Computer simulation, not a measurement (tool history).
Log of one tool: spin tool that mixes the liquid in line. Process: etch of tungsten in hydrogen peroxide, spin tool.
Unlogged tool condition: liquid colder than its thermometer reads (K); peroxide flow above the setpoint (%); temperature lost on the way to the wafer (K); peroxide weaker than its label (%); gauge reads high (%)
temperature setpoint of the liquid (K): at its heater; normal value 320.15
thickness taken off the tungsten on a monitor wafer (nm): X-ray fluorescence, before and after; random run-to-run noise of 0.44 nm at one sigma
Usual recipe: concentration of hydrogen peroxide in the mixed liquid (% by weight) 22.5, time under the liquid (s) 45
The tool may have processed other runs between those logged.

run,hour,temperature setpoint of the liquid (K),concentration of hydrogen peroxide in the mixed liquid (% by weight),time under the liquid (s),wafers since the last listed run,hours since the thermometer was replaced,hours since the peroxide flow meter was replaced,hours since the heated supply line was repaired,hours since the drum of peroxide was connected,hours since the gauge calibration,"read-back film thickness of the tungsten reference wafer, read on the same gauge (nm)",thickness taken off the tungsten on a monitor wafer (nm)
1,0,313.15,22.5,45,0,2048.6,691.3,2457.4,178.5,409,130,27.96
2,25.6,313.15,22.5,45,301,2074.2,716.9,2483,204.1,434.6,130.03,27.84
3,39.9,313.65,22.5,50,168,2088.5,731.2,2497.3,218.4,448.9,130,31.93
4,90.8,313.65,22.5,50,599,2139.4,782.1,2548.2,269.3,499.8,130.01,31.17
5,110.9,313.65,22.5,50,236,2159.5,802.2,2568.3,289.4,519.9,130.01,31.41
6,123.4,320.15,17.5,35,147,2172,814.7,2580.8,301.9,532.4,130.04,29.35
7,138.2,320.15,22.5,45,174,2186.8,829.5,2595.6,316.7,547.2,130.02,42.76
8,157.4,320.15,22.5,45,226,2206,848.7,2614.8,335.9,566.4,130,42.21
# hour 168: new drum of peroxide connected
9,172.4,320.15,22.5,45,164,2221,863.7,2629.8,4.4,581.4,129.99,44.23
10,206.6,320.15,22.5,45,402,2255.2,897.9,2664,38.6,615.6,130.01,43.11
11,242.1,320.15,22.5,45,417,2290.7,933.4,2699.5,74.1,651.1,129.99,43.83
12,274.3,329.15,26.5,45,379,2322.9,965.6,2731.7,106.3,683.3,130.03,82.38
13,299.9,320.15,22.5,55,301,2348.5,991.2,2757.3,131.9,708.9,130.02,52.92
14,314.8,313.65,22.5,45,175,2363.4,1006.1,2772.2,146.8,723.8,130,28.48
15,350,320.15,22.5,40,414,2398.6,1041.3,2807.4,182,759,130.02,38.68
# hour 360.2: heated supply line repaired
# hour 367.8: gauge calibrated
16,403.6,320.15,17.5,40,619,2452.2,1094.9,43.4,235.6,35.8,130.04,33.95
# hour 430.1: thermometer replaced
# hour 432.2: peroxide flow meter replaced
17,434.6,323.65,24.5,45,341,4.5,2.4,74.4,266.6,66.8,130.01,55.22
18,457.5,322.65,22.5,45,269,27.4,25.3,97.3,289.5,89.7,130,49.88
19,479.5,320.15,22.5,45,258,49.4,47.3,119.3,311.5,111.7,130.02,42.91
20,512.6,320.15,17.5,45,389,82.5,80.4,152.4,344.6,144.8,130,37.1
21,548.1,320.15,22.5,45,417,118,115.9,187.9,380.1,180.3,130,41.86
22,582.2,320.15,19.5,25,401,152.1,150,222,414.2,214.4,130.02,21.81
# hour 598.4: new drum of peroxide connected
23,602.7,310.65,22.5,65,229,172.6,170.5,242.5,4.3,234.9,130.04,34.41
24,657.9,320.15,16.5,45,649,227.8,225.7,297.7,59.5,290.1,130.01,37.35
25,687.7,320.15,22.5,45,350,257.6,255.5,327.5,89.3,319.9,130.01,44.09
26,719.6,311.15,19.5,65,375,289.5,287.4,359.4,121.2,351.8,130.04,32.88

4 ways to go on from here, each from the tool as it stands after run 26. What would each give?
A,720,320.15,22.5,45,4,289.9,287.8,359.8,121.6,352.2,?,?
B,720,311.65,22.5,45,4,289.9,287.8,359.8,121.6,352.2,?,?
C,720,320.15,22.5,20,4,289.9,287.8,359.8,121.6,352.2,?,?
D,720,320.15,25.5,45,4,289.9,287.8,359.8,121.6,352.2,?,?

run,"read-back film thickness of the tungsten reference wafer, read on the same gauge (nm)",thickness taken off the tungsten on a monitor wafer (nm)
A,129.99,43.45
B,129.99,25.23
C,129.99,19.31
D,129.99,46.26
The same runs, with their run-to-run variation unchanged, on a tool lacking any hidden condition would have given:
run,thickness taken off the tungsten on a monitor wafer (nm)
A,44.24
B,25.69
C,19.66
D,47.1
